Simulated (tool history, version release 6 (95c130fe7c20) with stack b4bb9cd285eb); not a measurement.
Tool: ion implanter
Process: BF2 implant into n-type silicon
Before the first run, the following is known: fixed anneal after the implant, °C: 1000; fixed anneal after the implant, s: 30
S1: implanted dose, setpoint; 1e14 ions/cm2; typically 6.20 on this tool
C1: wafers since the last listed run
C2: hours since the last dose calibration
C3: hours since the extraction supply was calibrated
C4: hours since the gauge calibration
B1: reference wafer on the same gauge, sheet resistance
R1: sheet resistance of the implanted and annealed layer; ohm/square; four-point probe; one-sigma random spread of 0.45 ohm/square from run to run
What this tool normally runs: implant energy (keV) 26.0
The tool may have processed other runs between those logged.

{"run": 1, "hour": 0.0, "S1": 6.77, "implant energy (keV)": 19.5, "C1": 0, "C2": 803.5, "C3": 5961.1, "C4": 120.9, "B1": 219.06, "R1": 190.93}
{"run": 2, "hour": 13.9, "S1": 6.2, "implant energy (keV)": 26.0, "C1": 246, "C2": 817.4, "C3": 5975.0, "C4": 134.8, "B1": 218.8, "R1": 185.43}
{"run": 3, "hour": 22.9, "S1": 6.2, "implant energy (keV)": 26.0, "C1": 159, "C2": 826.4, "C3": 5984.0, "C4": 143.8, "B1": 218.84, "R1": 185.23}
{"run": 4, "hour": 32.7, "S1": 6.2, "implant energy (keV)": 26.0, "C1": 174, "C2": 836.2, "C3": 5993.8, "C4": 153.6, "B1": 219.07, "R1": 185.93}
{"run": 5, "hour": 47.8, "S1": 5.78, "implant energy (keV)": 23.5, "C1": 268, "C2": 851.3, "C3": 6008.9, "C4": 168.7, "B1": 218.86, "R1": 199.29}
{"run": 6, "hour": 59.0, "S1": 5.78, "implant energy (keV)": 23.5, "C1": 198, "C2": 862.5, "C3": 6020.1, "C4": 179.9, "B1": 219.09, "R1": 199.43}
{"run": 7, "hour": 75.7, "S1": 5.78, "implant energy (keV)": 23.5, "C1": 296, "C2": 879.2, "C3": 6036.8, "C4": 196.6, "B1": 218.95, "R1": 198.34}
{"run": 8, "hour": 82.7, "S1": 6.2, "implant energy (keV)": 26.0, "C1": 124, "C2": 886.2, "C3": 6043.8, "C4": 203.6, "B1": 219.05, "R1": 185.67}
{"run": 9, "hour": 88.8, "S1": 6.2, "implant energy (keV)": 26.0, "C1": 108, "C2": 892.3, "C3": 6049.9, "C4": 209.7, "B1": 219.17, "R1": 185.73}
{"run": 10, "hour": 100.9, "S1": 5.37, "implant energy (keV)": 19.0, "C1": 214, "C2": 904.4, "C3": 6062.0, "C4": 221.8, "B1": 219.02, "R1": 220.57}
{"run": 11, "hour": 107.3, "S1": 5.37, "implant energy (keV)": 19.0, "C1": 113, "C2": 910.8, "C3": 6068.4, "C4": 228.2, "B1": 218.9, "R1": 219.58}
{"run": 12, "hour": 123.5, "S1": 5.37, "implant energy (keV)": 19.0, "C1": 287, "C2": 927.0, "C3": 6084.6, "C4": 244.4, "B1": 219.0, "R1": 219.45}
{"run": 13, "hour": 131.2, "S1": 4.96, "implant energy (keV)": 26.0, "C1": 136, "C2": 934.7, "C3": 6092.3, "C4": 252.1, "B1": 219.01, "R1": 217.6}
{"run": 14, "hour": 148.6, "S1": 4.96, "implant energy (keV)": 26.0, "C1": 309, "C2": 952.1, "C3": 6109.7, "C4": 269.5, "B1": 219.19, "R1": 215.99}
{"run": 15, "hour": 166.3, "S1": 4.96, "implant energy (keV)": 26.0, "C1": 314, "C2": 969.8, "C3": 6127.4, "C4": 287.2, "B1": 219.32, "R1": 215.89}
{"run": 16, "hour": 176.6, "S1": 7.18, "implant energy (keV)": 32.5, "C1": 182, "C2": 980.1, "C3": 6137.7, "C4": 297.5, "B1": 219.12, "R1": 159.81}
{"run": 17, "hour": 187.8, "S1": 5.37, "implant energy (keV)": 19.0, "C1": 198, "C2": 991.3, "C3": 6148.9, "C4": 308.7, "B1": 219.21, "R1": 220.32}
{"run": 18, "hour": 195.4, "S1": 6.86, "implant energy (keV)": 20.5, "C1": 134, "C2": 998.9, "C3": 6156.5, "C4": 316.3, "B1": 218.78, "R1": 187.0}
{"run": 19, "hour": 207.6, "S1": 6.2, "implant energy (keV)": 26.0, "C1": 216, "C2": 1011.1, "C3": 6168.7, "C4": 328.5, "B1": 219.0, "R1": 185.41}
{"run": 20, "hour": 216.4, "S1": 4.91, "implant energy (keV)": 29.0, "C1": 156, "C2": 1019.9, "C3": 6177.5, "C4": 337.3, "B1": 218.95, "R1": 213.54}
{"hour": 224.4, "done": "gauge calibrated"}
{"run": 21, "hour": 225.2, "S1": 6.91, "implant energy (keV)": 21.5, "C1": 156, "C2": 1028.7, "C3": 6186.3, "C4": 0.8, "B1": 218.86, "R1": 183.34}
{"run": 22, "hour": 240.2, "S1": 6.2, "implant energy (keV)": 26.0, "C1": 266, "C2": 1043.7, "C3": 6201.3, "C4": 15.8, "B1": 219.1, "R1": 184.8}
{"run": 23, "hour": 257.7, "S1": 7.45, "implant energy (keV)": 33.5, "C1": 310, "C2": 1061.2, "C3": 6218.8, "C4": 33.3, "B1": 219.06, "R1": 154.81}
{"hour": 270.8, "done": "extraction supply calibrated"}
{"run": 24, "hour": 271.3, "S1": 5.58, "implant energy (keV)": 26.0, "C1": 99, "C2": 1074.8, "C3": 0.5, "C4": 46.9, "B1": 219.05, "R1": 198.83}
{"run": 25, "hour": 279.6, "S1": 6.2, "implant energy (keV)": 26.0, "C1": 147, "C2": 1083.1, "C3": 8.8, "C4": 55.2, "B1": 219.11, "R1": 184.63}
{"run": 26, "hour": 293.7, "S1": 7.69, "implant energy (keV)": 17.5, "C1": 250, "C2": 1097.2, "C3": 22.9, "C4": 69.3, "B1": 219.14, "R1": 185.15}
{"run": 27, "hour": 305.0, "S1": 6.72, "implant energy (keV)": 22.5, "C1": 200, "C2": 1108.5, "C3": 34.2, "C4": 80.6, "B1": 218.92, "R1": 183.68}
{"run": 28, "hour": 321.5, "S1": 5.0, "implant energy (keV)": 31.5, "C1": 293, "C2": 1125.0, "C3": 50.7, "C4": 97.1, "B1": 219.1, "R1": 207.85}
{"run": 29, "hour": 333.3, "S1": 6.2, "implant energy (keV)": 26.0, "C1": 209, "C2": 1136.8, "C3": 62.5, "C4": 108.9, "B1": 219.04, "R1": 184.11}
{"hour": 348.8, "done": "Faraday cup replaced and dose calibrated"}
{"run": 30, "hour": 349.3, "S1": 7.86, "implant energy (keV)": 31.0, "C1": 142, "C2": 0.5, "C3": 78.5, "C4": 124.9, "B1": 218.85, "R1": 156.74}
{"run": 31, "hour": 365.6, "S1": 4.73, "implant energy (keV)": 30.0, "C1": 289, "C2": 16.8, "C3": 94.8, "C4": 141.2, "B1": 219.16, "R1": 226.58}
{"run": 32, "hour": 379.4, "S1": 6.2, "implant energy (keV)": 26.0, "C1": 245, "C2": 30.6, "C3": 108.6, "C4": 155.0, "B1": 218.96, "R1": 189.61}
{"run": 33, "hour": 416.1, "S1": 6.2, "implant energy (keV)": 23.5, "C1": 651, "C2": 67.3, "C3": 145.3, "C4": 191.7, "B1": 219.06, "R1": 193.43}
{"run": 34, "hour": 427.1, "S1": 5.55, "implant energy (keV)": 18.5, "C1": 195, "C2": 78.3, "C3": 156.3, "C4": 202.7, "B1": 218.88, "R1": 220.89}
{"run": 35, "hour": 438.1, "S1": 5.28, "implant energy (keV)": 17.5, "C1": 195, "C2": 89.3, "C3": 167.3, "C4": 213.7, "B1": 218.73, "R1": 230.95}
{"run": 36, "hour": 454.1, "S1": 6.2, "implant energy (keV)": 26.0, "C1": 284, "C2": 105.3, "C3": 183.3, "C4": 229.7, "B1": 219.25, "R1": 188.75}
{"run": 37, "hour": 466.2, "S1": 4.72, "implant energy (keV)": 31.0, "C1": 214, "C2": 117.4, "C3": 195.4, "C4": 241.8, "B1": 218.99, "R1": 223.15}

The tool's hidden state at each run:
deviation of the true energy from its setpoint, %: 0 on each run
gauge reads high (%): 0 on each run
H1: deviation of the true dose from the Faraday cup's reading, %
run=1 H1=3.65
run=2 H1=3.67
run=3 H1=3.69
run=4 H1=3.7
run=5 H1=3.73
run=6 H1=3.75
run=7 H1=3.77
run=8 H1=3.78
run=9 H1=3.79
run=10 H1=3.81
run=11 H1=3.82
run=12 H1=3.84
run=13 H1=3.85
run=14 H1=3.87
run=15 H1=3.89
run=16 H1=3.91
run=17 H1=3.92
run=18 H1=3.93
run=19 H1=3.94
run=20 H1=3.95
run=21 H1=3.96
run=22 H1=3.97
run=23 H1=3.99
run=24 H1=4.01
run=25 H1=4.01
run=26 H1=4.03
run=27 H1=4.04
run=28 H1=4.05
run=29 H1=4.06
run=30 H1=-0.311
run=31 H1=-0.114
run=32 H1=0.0461
run=33 H1=0.448
run=34 H1=0.561
run=35 H1=0.672
run=36 H1=0.828
run=37 H1=0.942

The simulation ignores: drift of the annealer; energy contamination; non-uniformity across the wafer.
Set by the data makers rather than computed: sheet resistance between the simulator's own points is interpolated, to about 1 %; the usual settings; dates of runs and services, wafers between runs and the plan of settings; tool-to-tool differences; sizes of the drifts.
